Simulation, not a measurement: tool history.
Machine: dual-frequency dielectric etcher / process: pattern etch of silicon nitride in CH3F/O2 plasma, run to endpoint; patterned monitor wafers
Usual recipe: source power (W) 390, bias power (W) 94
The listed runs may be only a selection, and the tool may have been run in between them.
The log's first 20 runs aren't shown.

run   hour  source power (W)  bias power (W)  incoming incoming film thickness, nm  endpoint time (s)
 21  331.3               450             109                                  92.1               92.5
     338.0  -- source power generator calibrated
 22  340.0               390              94                                  91.9              104.4
 23  346.1               390              94                                  92.6              106.6
 24  354.6               460             101                                  91.8               96.6
 25  371.6               390              86                                  92.1              109.2
 26  384.4               340             109                                  92.4              102.1
 27  400.1               390              94                                  92.5              106.9
 28  417.0               470              73                                  92.5              110.3
 29  429.0               320              87                                  91.5              114.2
 30  440.7               360              75                                  91.8              118.1
 31  449.3               300              94                                  92.8              116.7
 32  463.6               420             107                                  92.6               98.9
 33  470.3               450             108                                  93.0               96.2
 34  477.6               460             103                                  92.8               96.7
 35  489.4               470              73                                  91.8              110.7

4 ways to go on from here, each from the tool as it stands after run 35. What would each give?
  A  489.9               390              94                                  92.9                  ?
  B  489.9               480              70                                  92.9                  ?
  C  489.9               420              81                                  92.9                  ?
  D  489.9               440              94                                  92.9                  ?

run  endpoint time (s)
  A              104.7
  B              110.7
  C              108.9
  D              100.9
What these runs would have given with no unlogged condition in the tool:
run  endpoint time (s)
  A              101.2
  B              107.1
  C              105.3
  D               97.5
